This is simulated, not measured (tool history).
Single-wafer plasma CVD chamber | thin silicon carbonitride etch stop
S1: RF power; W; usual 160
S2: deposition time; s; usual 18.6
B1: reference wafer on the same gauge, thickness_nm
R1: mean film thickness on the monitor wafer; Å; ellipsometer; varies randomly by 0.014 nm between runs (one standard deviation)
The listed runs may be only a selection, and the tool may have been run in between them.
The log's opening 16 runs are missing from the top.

run	hour	S1	S2	B1	R1
17	671.3	160	18.6	10.030	91.61
18	712.7	160	21.7	10.030	106.92
19	743.1	160	19.6	10.024	96.58
20	806.8	160	18.6	10.036	91.58
21	836.3	190	18.6	10.031	95.14
22	888.1	130	16.3	10.029	76.70
23	928.3	145	22.1	10.029	106.31
# hour 954.4: showerhead replaced
24	967.8	160	21.9	10.024	107.66
25	1003.6	160	18.6	10.027	91.39
26	1037.7	130	21.9	10.033	102.94
# hour 1047.7: RF generator calibrated
27	1104.7	160	18.6	10.027	92.86
# hour 1136.7: thermocouple changed; heater temperature recalibrated
28	1137.2	145	21.8	10.025	106.25
29	1168.9	145	16.9	10.031	82.29
30	1304.9	175	15.5	10.028	78.71
31	1352.9	170	18.6	10.026	93.83
32	1376.9	130	15.9	10.024	75.37
33	1412.6	160	18.6	10.029	92.42
34	1473.1	160	18.6	10.027	91.92

Consider 4 possible next runs. They are alternatives, not a sequence: every one starts from the tool as it was left by run 34. What does each give?
A	1473.5	160	18.6	?	?
B	1473.5	150	18.6	?	?
C	1473.5	140	22.0	?	?
D	1473.5	145	18.6	?	?

run	B1	R1
A	10.030	92.34
B	10.030	91.03
C	10.030	106.07
D	10.030	90.36
The same runs, with their run-to-run variation unchanged, on a tool lacking any hidden condition would have given:
run	R1
A	92.90
B	91.58
C	106.71
D	90.91
